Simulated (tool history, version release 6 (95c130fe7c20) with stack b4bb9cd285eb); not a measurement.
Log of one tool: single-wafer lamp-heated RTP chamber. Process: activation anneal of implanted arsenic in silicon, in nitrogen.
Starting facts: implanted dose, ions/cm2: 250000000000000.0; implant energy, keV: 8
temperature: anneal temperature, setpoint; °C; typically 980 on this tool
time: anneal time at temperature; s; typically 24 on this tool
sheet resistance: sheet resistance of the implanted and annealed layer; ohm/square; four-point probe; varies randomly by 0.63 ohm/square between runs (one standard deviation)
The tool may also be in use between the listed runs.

run,day,temperature,time,"read-back reference wafer on the same gauge, sheet resistance",sheet resistance
1,0,980,24,331.09,368.68
2,1.038,980,15,331.19,372.91
3,2.058,980,15,330.93,372.46
4,3.433,980,20,331.01,369.99
5,5.675,980,20,331.14,371.44
6,6.946,980,20,330.97,370.06
7,8.371,980,24,330.97,368.67
8,9.646,980,24,330.73,368.73
9,11.188,980,24,331.05,368.16
10,12.996,980,24,331.1,368.02
# day 14.996: pyrometer window cleaned and pyrometer calibrated
11,15.842,980,24,330.93,369.68
12,16.979,980,24,330.93,367.6
# day 17.917: reflector plate cleaned
13,18.171,997,29,330.89,360.79
14,19.196,997,29,330.97,360.03
15,20.562,988,24,330.97,364.89
16,21.738,980,18,330.84,369.03
17,24.725,959,24,330.97,372.13
18,27.158,989,29,331.2,362.03
# day 33.808: pyrometer window cleaned and pyrometer calibrated
19,34.596,980,24,331.02,367.16
20,36.671,980,32,330.82,363.16
21,38.533,955,19,330.78,373.56
# day 40.262: reflector plate cleaned, repeated, since the last time left the tool worse
22,41.183,980,24,330.99,369.66
23,43.271,1002,35,331.04,357.74
24,45.404,980,24,331.03,367.97
25,48.396,992,32,330.8,362.11
26,49.4,953,28,331.09,373.21
# day 51.783: pyrometer window cleaned and pyrometer calibrated
27,51.804,980,24,331.03,369.52
# day 58.117: gauge calibrated
28,60.271,969,24,331,370.51
# day 60.75: reflector plate cleaned
29,62.388,960,16,331.07,375.43
30,65.221,1008,24,330.88,361.52
31,66.85,1001,29,331.2,359.9
32,68.404,980,24,330.93,368.52
# day 70.396: pyrometer window cleaned and pyrometer calibrated
33,71.3,1001,37,331.09,357.91
34,77.904,989,24,331.12,365.07
# day 78.988: reflector plate cleaned
35,80.262,1003,32,331,359.53
36,81.483,994,31,331.05,362.44
37,83.438,989,13,330.83,372.43

Alternative continuations, all from the tool just after run 37; predict every row:
A,83.454,980,24,?,?
B,83.454,1007,24,?,?
C,83.454,995,12,?,?

run,"read-back reference wafer on the same gauge, sheet resistance",sheet resistance
A,331.36,368.38
B,331.36,360.78
C,331.36,371.12
Without the tool's hidden state the same runs would have given:
run,sheet resistance
A,368.69
B,361.18
C,371.38

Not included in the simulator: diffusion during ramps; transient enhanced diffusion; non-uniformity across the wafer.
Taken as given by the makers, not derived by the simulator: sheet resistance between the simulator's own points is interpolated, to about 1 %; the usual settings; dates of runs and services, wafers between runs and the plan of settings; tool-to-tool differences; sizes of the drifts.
